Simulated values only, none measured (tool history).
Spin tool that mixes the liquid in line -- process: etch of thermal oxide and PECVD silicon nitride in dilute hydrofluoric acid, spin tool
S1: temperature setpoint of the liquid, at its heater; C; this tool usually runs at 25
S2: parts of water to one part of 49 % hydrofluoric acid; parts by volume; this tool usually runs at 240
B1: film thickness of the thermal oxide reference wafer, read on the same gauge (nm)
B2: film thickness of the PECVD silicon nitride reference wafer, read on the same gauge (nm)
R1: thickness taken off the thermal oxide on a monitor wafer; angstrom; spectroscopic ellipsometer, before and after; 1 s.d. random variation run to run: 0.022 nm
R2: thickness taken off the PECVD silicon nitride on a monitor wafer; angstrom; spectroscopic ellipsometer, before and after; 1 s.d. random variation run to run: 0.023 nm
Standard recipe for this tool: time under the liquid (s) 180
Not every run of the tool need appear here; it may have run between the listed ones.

Run 1, hour 0: usual settings; B1 99.997; B2 150.014. Result: R1 28.18 angstrom, R2 13.64 angstrom.
Run 2, hour 11.5: usual settings; B1 99.995; B2 150.015. Result: R1 28.07 angstrom, R2 13.3 angstrom.
Run 3, hour 23.6: usual settings but S1 27.5 C, S2 300 parts by volume; B1 100.005; B2 149.987. Result: R1 23.03 angstrom, R2 12.49 angstrom.
At hour 26.5: thermometer replaced.
Run 4, hour 39.8: usual settings but S1 29.5 C, S2 130 parts by volume, time under the liquid (s) 75; B1 100.008; B2 150.001. Result: R1 31.57 angstrom, R2 16.16 angstrom.
Run 5, hour 46.7: usual settings; B1 100.017; B2 149.994. Result: R1 30.94 angstrom, R2 16.14 angstrom.
Run 6, hour 54.5: usual settings but S2 310 parts by volume, time under the liquid (s) 270; B1 99.985; B2 149.979. Result: R1 33.09 angstrom, R2 18.13 angstrom.
Run 7, hour 68.5: usual settings but S1 23 C; B1 100.013; B2 150.002. Result: R1 28.19 angstrom, R2 13.96 angstrom.
Run 8, hour 77: usual settings but S2 205 parts by volume; B1 99.971; B2 149.98. Result: R1 37.23 angstrom, R2 18.73 angstrom.
At hour 82: gauge calibrated.
Run 9, hour 89.6: usual settings; B1 99.99; B2 150.002. Result: R1 30.39 angstrom, R2 16 angstrom.
Run 10, hour 100.4: usual settings but S2 315 parts by volume; B1 100.035; B2 149.986. Result: R1 21.94 angstrom, R2 12.34 angstrom.
Run 11, hour 114.6: usual settings but S1 29 C, time under the liquid (s) 290; B1 100; B2 150.005. Result: R1 56.1 angstrom, R2 32.76 angstrom.
Run 12, hour 123.8: usual settings; B1 99.978; B2 150.013. Result: R1 30.59 angstrom, R2 16 angstrom.
Run 13, hour 135.4: usual settings; B1 100.029; B2 150.007. Result: R1 30.74 angstrom, R2 16.22 angstrom.
Run 14, hour 146.3: usual settings but S1 23.5 C, S2 335 parts by volume, time under the liquid (s) 150; B1 99.938; B2 150.001. Result: R1 15.85 angstrom, R2 8.48 angstrom.
Run 15, hour 160.2: usual settings but S1 27 C, S2 315 parts by volume; B1 99.972; B2 149.996. Result: R1 22.85 angstrom, R2 13.24 angstrom.
Run 16, hour 178: usual settings; B1 99.984; B2 149.984. Result: R1 30.66 angstrom, R2 15.6 angstrom.
Run 17, hour 190.5: usual settings but S1 23 C, time under the liquid (s) 140; B1 99.992; B2 149.998. Result: R1 21.96 angstrom, R2 10.54 angstrom.
Run 18, hour 202.9: usual settings; B1 100.023; B2 149.98. Result: R1 30.16 angstrom, R2 15.45 angstrom.
Run 19, hour 216.3: usual settings but S1 29.5 C, S2 125 parts by volume; B1 99.952; B2 150.015. Result: R1 78.21 angstrom, R2 40.65 angstrom.
Run 20, hour 225: usual settings but S1 23.5 C, S2 270 parts by volume, time under the liquid (s) 135; B1 99.986; B2 149.984. Result: R1 18.31 angstrom, R2 9.33 angstrom.
Run 21, hour 234.3: usual settings but S1 30 C, S2 325 parts by volume; B1 99.975; B2 149.997. Result: R1 24.35 angstrom, R2 15.31 angstrom.
Run 22, hour 258.7: usual settings; B1 100.038; B2 150.006. Result: R1 29.78 angstrom, R2 15.39 angstrom.
Run 23, hour 271.7: usual settings but S1 22.5 C, S2 310 parts by volume, time under the liquid (s) 140; B1 100.002; B2 149.997. Result: R1 15.25 angstrom, R2 8 angstrom.
Run 24, hour 279.3: usual settings but S2 140 parts by volume; B1 99.967; B2 150.012. Result: R1 57.08 angstrom, R2 26.47 angstrom.
Run 25, hour 297: usual settings but S1 29 C, S2 280 parts by volume, time under the liquid (s) 265; B1 100.04; B2 149.994. Result: R1 41.17 angstrom, R2 24.56 angstrom.
Run 26, hour 303.8: usual settings but S2 355 parts by volume, time under the liquid (s) 105; B1 100.005; B2 150.016. Result: R1 10.52 angstrom, R2 6.07 angstrom.

Estimate the outcome of run 27 from the log above:
Run 27, hour 314: usual settings but S1 27.5 C; B1 ?; B2 ?. Result: R1 ?, R2 ?.

Run 27 gave B1 99.995, B2 150.019, R1 32.12 angstrom, R2 17.77 angstrom.
If the tool had no hidden condition, the same run with the same run-to-run variation would have returned R1 33.62 angstrom, R2 18.74 angstrom.
